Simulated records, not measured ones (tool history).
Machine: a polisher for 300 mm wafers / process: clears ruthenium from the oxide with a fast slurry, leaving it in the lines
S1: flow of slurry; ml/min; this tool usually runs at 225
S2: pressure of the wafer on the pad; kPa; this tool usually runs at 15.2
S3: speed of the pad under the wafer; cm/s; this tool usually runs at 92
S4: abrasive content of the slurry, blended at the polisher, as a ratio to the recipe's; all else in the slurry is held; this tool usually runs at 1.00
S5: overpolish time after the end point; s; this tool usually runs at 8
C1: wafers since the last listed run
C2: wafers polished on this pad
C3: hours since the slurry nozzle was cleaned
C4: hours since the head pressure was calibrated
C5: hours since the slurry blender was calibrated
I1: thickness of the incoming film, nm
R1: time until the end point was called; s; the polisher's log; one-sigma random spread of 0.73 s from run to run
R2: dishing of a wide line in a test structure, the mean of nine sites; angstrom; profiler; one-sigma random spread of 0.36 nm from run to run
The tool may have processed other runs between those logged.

run,hour,S1,S2,S3,S4,S5,C1,C2,C3,C4,C5,I1,R1,R2
1,0.0,225,15.2,92,0.80,8,0,1050,119.8,962.0,197.5,226.2,99.7,135
2,17.5,225,15.2,92,0.80,8,126,1177,137.3,979.5,215.0,227.7,100.9,135
3,33.6,225,15.2,92,0.80,8,116,1294,153.4,995.6,231.1,228.8,100.3,144
4,56.4,225,15.2,92,1.00,8,165,1459,176.2,1018.4,253.9,228.7,87.7,158
5,80.6,225,15.2,92,1.00,8,175,1634,200.4,1042.6,278.1,228.3,86.9,152
# hour 88.3: worn pad replaced by a new one
6,104.4,275,15.2,78,1.15,8,143,116,224.2,1066.4,301.9,229.5,93.6,141
7,134.9,225,15.2,92,1.00,8,220,337,254.7,1096.9,332.4,227.4,87.4,155
8,157.5,225,15.2,92,1.00,8,163,501,277.3,1119.5,355.0,232.6,90.8,153
9,176.1,225,15.2,66,0.85,10,134,635,295.9,1138.1,373.6,233.3,139.3,124
10,198.1,265,15.2,92,1.00,4,159,795,317.9,1160.1,395.6,231.7,90.1,80
11,228.0,270,15.2,92,0.75,3,216,1011,347.8,1190.0,425.5,231.5,109.9,50
# hour 237.7: slurry blender recalibrated
12,255.2,225,15.2,92,1.00,8,182,1194,375.0,1217.2,17.5,233.7,87.5,157
# hour 276.5: head pressure recalibrated
13,278.1,265,20.0,110,1.00,8,151,1345,397.9,1.6,40.4,227.0,55.7,238
14,295.1,180,15.2,92,1.00,12,123,1468,414.9,18.6,57.4,226.2,88.4,225
15,312.3,225,15.2,92,1.00,8,124,1593,432.1,35.8,74.6,227.4,85.5,163
16,333.1,225,15.2,92,1.20,8,150,1743,452.9,56.6,95.4,230.7,78.5,166
# hour 342.6: worn pad replaced by a new one
17,361.5,225,15.2,92,1.00,8,176,136,481.3,85.0,123.8,232.6,87.2,157
18,397.3,175,15.2,112,1.00,8,259,395,517.1,120.8,159.6,226.2,72.8,185
19,418.2,275,15.2,92,1.00,8,151,547,538.0,141.7,180.5,231.0,86.7,164
20,435.1,225,15.2,92,1.10,8,122,669,554.9,158.6,197.4,228.8,83.7,163
21,463.9,225,15.2,92,1.10,8,208,878,583.7,187.4,226.2,230.5,84.7,168
22,479.5,145,18.6,92,1.25,12,112,991,599.3,203.0,241.8,233.8,74.4,283
23,498.0,225,15.2,92,1.25,8,133,1125,617.8,221.5,260.3,227.1,78.0,178
24,532.5,295,15.2,62,0.90,8,249,1375,652.3,256.0,294.8,227.6,135.5,99
25,565.5,225,15.2,100,1.00,10,238,1614,685.3,289.0,327.8,225.3,80.4,205
# hour 592.4: slurry blender recalibrated
# hour 592.9: worn pad replaced by a new one
26,594.3,225,20.7,92,1.10,8,190,10,714.1,317.8,1.9,229.9,63.8,214
27,611.9,250,10.3,108,1.00,8,127,137,731.7,335.4,19.5,230.0,95.2,149
28,627.6,225,15.2,92,1.00,8,113,251,747.4,351.1,35.2,232.7,85.7,160

Hidden state, per run?
removal rate lost through wear of the pad, %: 0 across all the runs
slurry flow missing at the pad, %: 0 across all the runs
deviation of the head's pressure from its setpoint, %: 0 across all the runs
H1: abrasive missing from the slurry, %
run,H1
1,5.06
2,5.43
3,5.77
4,6.25
5,6.76
6,7.26
7,7.9
8,8.38
9,8.77
10,9.23
11,9.86
12,1.47
13,1.95
14,2.31
15,2.67
16,3.11
17,3.71
18,4.46
19,4.9
20,5.26
21,5.86
22,6.19
23,6.58
24,7.31
25,8
26,0.673
27,1.04
28,1.37
